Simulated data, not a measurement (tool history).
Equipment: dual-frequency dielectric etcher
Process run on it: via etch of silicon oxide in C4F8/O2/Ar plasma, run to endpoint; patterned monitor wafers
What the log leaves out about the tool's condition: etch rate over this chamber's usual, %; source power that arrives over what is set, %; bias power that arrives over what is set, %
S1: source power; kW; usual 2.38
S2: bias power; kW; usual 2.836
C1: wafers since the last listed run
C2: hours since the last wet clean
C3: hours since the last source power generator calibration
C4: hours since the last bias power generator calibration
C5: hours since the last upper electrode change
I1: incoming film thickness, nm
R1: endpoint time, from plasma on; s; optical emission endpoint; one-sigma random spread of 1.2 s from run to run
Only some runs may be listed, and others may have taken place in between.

| run | day | S1 | S2 | C1 | C2 | C3 | C4 | C5 | I1 | R1 |
|---|---|---|---|---|---|---|---|---|---|---|
| 1 | 0 | 2.38 | 2.836 | 0 | 49.9 | 2482.8 | 4323.6 | 1866.7 | 1410 | 249.2 |
| 2 | 2.438 | 2.38 | 2.836 | 276 | 108.4 | 2541.3 | 4382.1 | 1925.2 | 1408.9 | 249.9 |
| 3 | 4.283 | 2.38 | 2.836 | 209 | 152.7 | 2585.6 | 4426.4 | 1969.5 | 1404.8 | 252.4 |
| 4 | 5.733 | 2.38 | 2.836 | 164 | 187.5 | 2620.4 | 4461.2 | 2004.3 | 1417.3 | 251.7 |
| 5 | 8.417 | 2.38 | 2.836 | 304 | 251.9 | 2684.8 | 4525.6 | 2068.7 | 1407.4 | 253.2 |
| 6 | 10.021 | 2.38 | 2.836 | 182 | 290.4 | 2723.3 | 4564.1 | 2107.2 | 1400.1 | 255.8 |
| 7 | 12.062 | 2.38 | 2.836 | 231 | 339.4 | 2772.3 | 4613.1 | 2156.2 | 1411.2 | 259.2 |
| 8 | 14.096 | 2.38 | 2.836 | 230 | 388.2 | 2821.1 | 4661.9 | 2205 | 1422.2 | 259.6 |
| 9 | 16.367 | 2.38 | 2.836 | 257 | 442.7 | 2875.6 | 4716.4 | 2259.5 | 1414.8 | 259.7 |
|  | 18.629 | wet clean of the chamber |
| 10 | 18.65 | 2.38 | 2.836 | 145 | 0.5 | 2930.4 | 4771.2 | 2314.3 | 1407.6 | 246.4 |
| 11 | 19.742 | 2.38 | 2.836 | 123 | 26.7 | 2956.6 | 4797.4 | 2340.5 | 1413 | 247.5 |
|  | 20.362 | bias power generator calibrated |
| 12 | 21.279 | 2.38 | 2.836 | 155 | 63.6 | 2993.5 | 22 | 2377.4 | 1404.3 | 246.7 |
| 13 | 22.575 | 1.93 | 2.446 | 147 | 94.7 | 3024.6 | 53.1 | 2408.5 | 1418.9 | 294.8 |
| 14 | 30.004 | 2.71 | 3.51 | 842 | 273 | 3202.9 | 231.4 | 2586.8 | 1401.1 | 226.4 |
| 15 | 31.246 | 2.61 | 2.257 | 140 | 302.8 | 3232.7 | 261.2 | 2616.6 | 1399 | 252.9 |
|  | 33.933 | upper electrode replaced |
| 16 | 33.954 | 2.38 | 2.836 | 193 | 367.8 | 3297.7 | 326.2 | 0.5 | 1399.6 | 258.5 |
| 17 | 35.988 | 2.38 | 2.579 | 230 | 416.6 | 3346.5 | 375 | 49.3 | 1407 | 262.8 |
|  | 38.654 | wet clean of the chamber |
| 18 | 38.675 | 1.87 | 3.434 | 191 | 0.5 | 3411 | 439.5 | 113.8 | 1425.5 | 274.4 |
| 19 | 40.592 | 2.38 | 2.836 | 217 | 46.5 | 3457 | 485.5 | 159.8 | 1407.1 | 244.6 |
| 20 | 42.4 | 2.38 | 2.167 | 205 | 89.9 | 3500.4 | 528.9 | 203.2 | 1403.4 | 260 |
| 21 | 44.788 | 2.55 | 3.245 | 270 | 147.2 | 3557.7 | 586.2 | 260.5 | 1410.6 | 232.8 |
|  | 45.733 | source power generator calibrated |
| 22 | 46.521 | 2.03 | 3.049 | 177 | 188.8 | 18.9 | 627.8 | 302.1 | 1420.3 | 273.7 |
|  | 54.625 | wet clean of the chamber |
| 23 | 54.646 | 2.38 | 2.836 | 808 | 0.5 | 213.9 | 822.8 | 497.1 | 1419.2 | 247.1 |
| 24 | 56.058 | 2.22 | 2.563 | 160 | 34.4 | 247.8 | 856.7 | 531 | 1426 | 263 |
| 25 | 58.662 | 2.75 | 2.461 | 295 | 96.9 | 310.3 | 919.2 | 593.5 | 1401.3 | 233.4 |
| 26 | 61.558 | 1.99 | 3.162 | 328 | 166.4 | 379.8 | 988.7 | 663 | 1394 | 270.8 |

Exercise: give the hidden state of the tool at every run:
source power that arrives over what is set, %: 0 at every run
bias power that arrives over what is set, %: 0 at every run
H1: etch rate over this chamber's usual, %
| run | H1 |
|---|---|
| 1 | -0.799 |
| 2 | -1.51 |
| 3 | -2.04 |
| 4 | -2.47 |
| 5 | -3.25 |
| 6 | -3.71 |
| 7 | -4.31 |
| 8 | -4.9 |
| 9 | -5.56 |
| 10 | -0.205 |
| 11 | -0.522 |
| 12 | -0.969 |
| 13 | -1.35 |
| 14 | -3.5 |
| 15 | -3.87 |
| 16 | -4.65 |
| 17 | -5.24 |
| 18 | 0.967 |
| 19 | 0.41 |
| 20 | -0.115 |
| 21 | -0.809 |
| 22 | -1.31 |
| 23 | 0.518 |
| 24 | 0.108 |
| 25 | -0.649 |
| 26 | -1.49 |
